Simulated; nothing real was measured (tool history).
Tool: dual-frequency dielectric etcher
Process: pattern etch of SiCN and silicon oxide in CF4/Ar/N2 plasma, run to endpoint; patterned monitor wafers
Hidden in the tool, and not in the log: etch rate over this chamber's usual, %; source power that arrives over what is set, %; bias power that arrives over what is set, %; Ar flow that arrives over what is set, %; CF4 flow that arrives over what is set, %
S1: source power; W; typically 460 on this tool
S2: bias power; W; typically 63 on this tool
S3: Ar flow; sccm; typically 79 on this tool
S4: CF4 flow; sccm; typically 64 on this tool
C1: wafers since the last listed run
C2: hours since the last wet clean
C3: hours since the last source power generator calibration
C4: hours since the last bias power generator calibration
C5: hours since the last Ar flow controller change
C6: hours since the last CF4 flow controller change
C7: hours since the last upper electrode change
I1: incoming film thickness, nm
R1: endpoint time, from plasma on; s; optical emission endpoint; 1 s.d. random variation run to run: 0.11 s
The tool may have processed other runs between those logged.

run    hour   S1  S2  S3  S4    C1     C2      C3      C4      C5      C6      C7     I1    R1
  1     0.0  460  58  79  64     0  308.1  1296.4  1277.9  1471.9  4278.5  5520.2  15.35  17.9
  2   188.4  480  63  79  52  2207  496.5  1484.8  1466.3  1660.3  4466.9  5708.6  15.24  17.1
  3   221.0  480  63  79  52   382  529.1  1517.4  1498.9  1692.9  4499.5  5741.2  15.12  16.9
      249.2  -- wet clean of the chamber
  4   264.4  460  63  79  64   227   15.2  1560.8  1542.3  1736.3  4542.9  5784.6  15.18  17.6
  5   302.7  460  63  79  64   448   53.5  1599.1  1580.6  1774.6  4581.2  5822.9  15.12  17.5
  6   354.2  420  63  79  64   603  105.0  1650.6  1632.1  1826.1  4632.7  5874.4  15.24  18.6
  7   390.8  420  63  79  64   428  141.6  1687.2  1668.7  1862.7  4669.3  5911.0  15.16  18.3
      399.5  -- bias power generator calibrated
      421.8  -- Ar flow controller replaced
  8   422.3  460  68  79  64   251  173.1  1718.7    22.8     0.5  4700.8  5942.5  15.21  17.3
  9   446.9  460  68  79  64   288  197.7  1743.3    47.4    25.1  4725.4  5967.1  15.19  17.1
      457.3  -- CF4 flow controller replaced
      493.1  -- upper electrode replaced, of another model than before
 10   516.7  460  68  79  64   466  267.5  1813.1   117.2    94.9    59.4    23.6  15.28  17.2
 11   546.5  460  53  79  64   349  297.3  1842.9   147.0   124.7    89.2    53.4  15.15  18.0
 12   589.0  460  63  79  64   498  339.8  1885.4   189.5   167.2   131.7    95.9  15.22  17.2
 13   654.8  500  72  79  77   771  405.6  1951.2   255.3   233.0   197.5   161.7  15.12  15.4
 14   692.8  500  57  60  64   445  443.6  1989.2   293.3   271.0   235.5   199.7  15.13  16.1
      723.3  -- source power generator calibrated
 15   736.9  460  63  79  64   469  487.7    13.6   337.4   315.1   279.6   243.8  15.11  16.9
      782.2  -- wet clean of the chamber
 16   782.7  460  57  73  72   255    0.5    59.4   383.2   360.9   325.4   289.6  15.15  17.6
 17   797.2  530  51  71  54   169   15.0    73.9   397.7   375.4   339.9   304.1  15.16  16.5
 18   841.0  350  63  79  74   513   58.8   117.7   441.5   419.2   383.7   347.9  15.18  20.8
 19   889.8  460  63  79  64   571  107.6   166.5   490.3   468.0   432.5   396.7  15.18  17.3
 20   935.1  460  57  91  69   530  152.9   211.8   535.6   513.3   477.8   442.0  15.39  18.3
 21   991.7  560  63  79  53   663  209.5   268.4   592.2   569.9   534.4   498.6  15.24  15.1
 22  1060.6  460  63  79  64   807  278.4   337.3   661.1   638.8   603.3   567.5  15.09  17.3

A few steps of R1 between consecutive runs. Split each: what settings, incoming material and random variation would produce without the hidden state, and what is left over for the hidden state, along with gauge scatter present in only one of the two compared results (measured, and without hidden state):
Run 3 -> 4: S1 480 -> 460, S4 52 -> 64, wet clean of the chamber. R1 +0.7 s: hidden state +0.5, all else +0.2.
Run 15 -> 16: S2 63 -> 57, S3 79 -> 73, S4 64 -> 72, wet clean of the chamber. R1 +0.7 s: hidden state +0.3, all else +0.4.
Run 17 -> 18: S1 530 -> 350, S2 51 -> 63, S3 71 -> 79, S4 54 -> 74. R1 +4.3 s: hidden state +0.0, all else +4.3.
Run 18 -> 19: S1 350 -> 460, S4 74 -> 64. R1 -3.5 s: hidden state -0.1, all else -3.4.

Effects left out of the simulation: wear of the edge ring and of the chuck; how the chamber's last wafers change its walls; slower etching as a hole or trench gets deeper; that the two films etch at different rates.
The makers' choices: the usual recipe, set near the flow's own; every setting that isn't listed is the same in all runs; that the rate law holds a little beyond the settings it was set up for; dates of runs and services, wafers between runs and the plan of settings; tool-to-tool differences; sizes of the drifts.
